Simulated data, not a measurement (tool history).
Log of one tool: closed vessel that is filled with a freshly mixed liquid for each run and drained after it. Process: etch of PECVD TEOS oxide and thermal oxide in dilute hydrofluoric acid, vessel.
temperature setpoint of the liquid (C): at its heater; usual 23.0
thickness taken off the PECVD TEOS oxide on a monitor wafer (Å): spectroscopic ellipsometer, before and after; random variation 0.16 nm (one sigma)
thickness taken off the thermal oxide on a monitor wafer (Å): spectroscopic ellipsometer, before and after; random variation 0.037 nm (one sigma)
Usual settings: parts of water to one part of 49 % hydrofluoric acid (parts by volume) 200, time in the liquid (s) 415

run   hour  temperature setpoint of the liquid (C)  parts of water to one part of 49 % hydrofluoric acid (parts by volume)  time in the liquid (s)  read-back film thickness of the PECVD TEOS oxide reference wafer, read on the same gauge (nm)  read-back film thickness of the thermal oxide reference wafer, read on the same gauge (nm)  thickness taken off the PECVD TEOS oxide on a monitor wafer (Å)  thickness taken off the thermal oxide on a monitor wafer (Å)
  1    0.0                                    23.0                                                                     200                     415                                                                                          49.98                                                                                      139.98                                                            500.6                                                          77.8
  2   76.3                                    23.0                                                                     200                     415                                                                                          50.01                                                                                      140.00                                                            498.1                                                          76.4
  3  104.7                                    20.0                                                                     200                     415                                                                                          50.02                                                                                      140.01                                                            446.7                                                          68.4
  4  132.1                                    20.0                                                                     200                     415                                                                                          50.00                                                                                      140.02                                                            445.9                                                          69.1
  5  153.0                                    23.0                                                                     200                     275                                                                                          50.00                                                                                      139.99                                                            332.3                                                          51.2
  6  171.3                                    23.0                                                                     200                     415                                                                                          49.99                                                                                      139.99                                                            500.3                                                          77.1
  7  201.2                                    23.0                                                                     200                     415                                                                                          49.99                                                                                      139.98                                                            499.2                                                          76.2
  8  218.0                                    23.0                                                                     200                     415                                                                                          50.02                                                                                      140.01                                                            503.4                                                          77.7
  9  320.5                                    23.0                                                                     200                     415                                                                                          49.99                                                                                      140.01                                                            498.6                                                          76.4
 10  337.1                                    23.0                                                                     200                     415                                                                                          49.99                                                                                      139.96                                                            502.6                                                          76.8
 11  364.8                                    27.5                                                                     235                     595                                                                                          50.00                                                                                      139.98                                                            690.3                                                         106.6
     368.6  -- hydrofluoric acid flow meter replaced
 12  407.1                                    23.0                                                                     200                     635                                                                                          49.98                                                                                      139.97                                                            767.5                                                         118.2
 13  432.0                                    19.0                                                                     130                     625                                                                                          49.98                                                                                      139.97                                                           1071.9                                                         164.8
 14  452.8                                    25.5                                                                     115                     170                                                                                          50.00                                                                                      140.04                                                            435.0                                                          66.6

Run 15 comes next. What will it give?
 15  488.8                                    26.0                                                                     200                     415                                                                                              ?                                                                                           ?                                                                ?                                                             ?

Run 15 gave read-back film thickness of the PECVD TEOS oxide reference wafer, read on the same gauge (nm) 50.01, read-back film thickness of the thermal oxide reference wafer, read on the same gauge (nm) 139.98, thickness taken off the PECVD TEOS oxide on a monitor wafer (Å) 561.3, thickness taken off the thermal oxide on a monitor wafer (Å) 85.6.
Without the tool's hidden state the same run would have given thickness taken off the PECVD TEOS oxide on a monitor wafer (Å) 561.3, thickness taken off the thermal oxide on a monitor wafer (Å) 85.6.
